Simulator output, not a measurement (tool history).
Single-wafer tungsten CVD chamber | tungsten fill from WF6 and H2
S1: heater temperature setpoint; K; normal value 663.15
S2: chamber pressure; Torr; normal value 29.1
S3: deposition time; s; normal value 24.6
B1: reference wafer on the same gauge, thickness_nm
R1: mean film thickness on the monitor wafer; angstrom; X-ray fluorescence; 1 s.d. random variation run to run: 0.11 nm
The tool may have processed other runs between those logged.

run   hour      S1    S2    S3      B1      R1
  1    0.0  663.15  29.1  24.6  63.504  587.91
  2    7.3  663.15  29.1  24.6  63.489  587.28
  3   18.8  663.15  29.1  24.6  63.489  588.45
  4   55.3  663.15  29.1  24.6  63.493  586.41
      64.0  -- capacitance manometer re-zeroed and calibrated
  5   69.8  663.15  29.1  24.6  63.500  584.42
      73.7  -- gauge calibrated
      79.4  -- showerhead replaced
  6   86.9  663.15  29.1  24.6  63.489  585.62
  7  103.5  663.15  29.1  24.6  63.509  584.54
  8  110.9  672.15  29.1  27.6  63.533  784.26
  9  120.7  663.15  29.1  25.9  63.509  616.37
 10  126.9  653.15  36.3  28.9  63.494  618.64
     149.6  -- thermocouple changed; heater temperature recalibrated
 11  150.1  663.15  29.1  24.6  63.507  669.11
 12  154.1  650.15  35.1  24.6  63.483  561.98
 13  168.3  669.15  25.5  25.8  63.503  736.41
 14  175.2  663.15  29.1  24.6  63.511  668.38
 15  192.3  655.15  32.4  24.6  63.499  598.24
 16  200.4  677.15  29.1  26.0  63.496  920.14
 17  206.9  663.15  29.1  24.6  63.490  668.28

Below are 3 alternative next runs, each starting from the tool's condition after run 17. Predict each:
  A  207.3  663.15  29.1  24.6   ?   ?
  B  207.3  663.15  33.3  24.6   ?   ?
  C  207.3  663.15  29.1  21.4   ?   ?

run      B1      R1
  A  63.487  668.28
  B  63.487  713.62
  C  63.487  581.00
With no hidden state in the tool, these same runs would have given:
run      R1
  A  666.73
  B  711.97
  C  579.66

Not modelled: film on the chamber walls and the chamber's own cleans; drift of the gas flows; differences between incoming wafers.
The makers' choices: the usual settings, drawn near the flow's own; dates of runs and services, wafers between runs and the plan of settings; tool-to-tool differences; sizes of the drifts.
